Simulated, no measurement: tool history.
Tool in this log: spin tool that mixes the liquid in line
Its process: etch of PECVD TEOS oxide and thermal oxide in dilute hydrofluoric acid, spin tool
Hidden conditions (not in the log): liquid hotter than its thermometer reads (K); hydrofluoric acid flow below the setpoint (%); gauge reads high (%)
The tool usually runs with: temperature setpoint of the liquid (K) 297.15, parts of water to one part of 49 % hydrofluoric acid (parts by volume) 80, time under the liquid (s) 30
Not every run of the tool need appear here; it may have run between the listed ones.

| run | hour | temperature setpoint of the liquid (K) | parts of water to one part of 49 % hydrofluoric acid (parts by volume) | time under the liquid (s) | wafers since the last listed run | hours since the thermometer was replaced | hours since the hydrofluoric acid flow meter was replaced | hours since the gauge calibration | read-back film thickness of the PECVD TEOS oxide reference wafer, read on the same gauge (nm) | read-back film thickness of the thermal oxide reference wafer, read on the same gauge (nm) | thickness taken off the PECVD TEOS oxide on a monitor wafer (angstrom) | thickness taken off the thermal oxide on a monitor wafer (angstrom) |
|---|---|---|---|---|---|---|---|---|---|---|---|---|
| 1 | 0 | 300.65 | 80 | 30 | 0 | 1341.2 | 479.6 | 42.1 | 49.98 | 59.978 | 106.6 | 20.32 |
| 2 | 170.3 | 300.65 | 80 | 30 | 2891 | 1511.5 | 649.9 | 212.4 | 49.92 | 59.954 | 107.1 | 20.29 |
| 3 | 229.7 | 297.15 | 80 | 35 | 1008 | 1570.9 | 709.3 | 271.8 | 49.88 | 59.866 | 108.7 | 20.96 |
| 4 | 284.9 | 297.15 | 80 | 35 | 937 | 1626.1 | 764.5 | 327 | 49.87 | 59.809 | 108.5 | 20.29 |
| 5 | 319.8 | 294.15 | 105 | 30 | 592 | 1661 | 799.4 | 361.9 | 49.76 | 59.761 | 61.2 | 11.16 |
| 6 | 373.6 | 294.15 | 105 | 30 | 913 | 1714.8 | 853.2 | 415.7 | 49.76 | 59.666 | 60.4 | 11.89 |
| 7 | 411.4 | 294.15 | 105 | 30 | 641 | 1752.6 | 891 | 453.5 | 49.72 | 59.643 | 60.7 | 11.74 |
| 8 | 452.4 | 297.15 | 50 | 30 | 696 | 1793.6 | 932 | 494.5 | 49.63 | 59.6 | 152.2 | 29.35 |
| 9 | 509.3 | 297.15 | 50 | 30 | 966 | 1850.5 | 988.9 | 551.4 | 49.58 | 59.497 | 156 | 28.07 |
| 10 | 533.4 | 297.15 | 50 | 30 | 409 | 1874.6 | 1013 | 575.5 | 49.55 | 59.458 | 152.6 | 29.63 |
| 11 | 599.3 | 297.15 | 80 | 30 | 1118 | 1940.5 | 1078.9 | 641.4 | 49.44 | 59.311 | 91.1 | 17.37 |
| 12 | 636.1 | 297.15 | 80 | 30 | 624 | 1977.3 | 1115.7 | 678.2 | 49.36 | 59.22 | 91.2 | 17.42 |
| 13 | 690.9 | 297.15 | 80 | 35 | 930 | 2032.1 | 1170.5 | 733 | 49.25 | 59.106 | 106.3 | 20.15 |
| 14 | 740.4 | 302.15 | 90 | 15 | 840 | 2081.6 | 1220 | 782.5 | 49.14 | 58.985 | 49.1 | 9.17 |
| 15 | 810.5 | 297.15 | 80 | 30 | 1190 | 2151.7 | 1290.1 | 852.6 | 49.04 | 58.822 | 92 | 18.14 |
| 16 | 852.6 | 293.15 | 80 | 20 | 714 | 2193.8 | 1332.2 | 894.7 | 48.86 | 58.679 | 51.7 | 9.75 |
|  | 896.9 | gauge calibrated |
| 17 | 903.3 | 293.65 | 80 | 20 | 860 | 2244.5 | 1382.9 | 6.4 | 49.91 | 59.847 | 53.6 | 10.06 |
|  | 955.3 | thermometer replaced |
| 18 | 1088.5 | 297.15 | 70 | 50 | 3127 | 133.2 | 1568.1 | 191.6 | 49.88 | 59.823 | 177.7 | 34.3 |
| 19 | 1115.1 | 292.65 | 100 | 15 | 451 | 159.8 | 1594.7 | 218.2 | 49.8 | 59.778 | 30.2 | 5.86 |

What will run 20 give?
| 20 | 1162.4 | 293.15 | 80 | 20 | 803 | 207.1 | 1642 | 265.5 | ? | ? | ? | ? |

{"run 20": {"read-back film thickness of the PECVD TEOS oxide reference wafer, read on the same gauge (nm)": 49.76, "read-back film thickness of the thermal oxide reference wafer, read on the same gauge (nm)": 59.738, "thickness taken off the PECVD TEOS oxide on a monitor wafer (angstrom)": 52.4, "thickness taken off the thermal oxide on a monitor wafer (angstrom)": 10.03}}
Minus the tool's unlogged condition, the same run would have read thickness taken off the PECVD TEOS oxide on a monitor wafer (angstrom) 52.6, thickness taken off the thermal oxide on a monitor wafer (angstrom) 10.08.
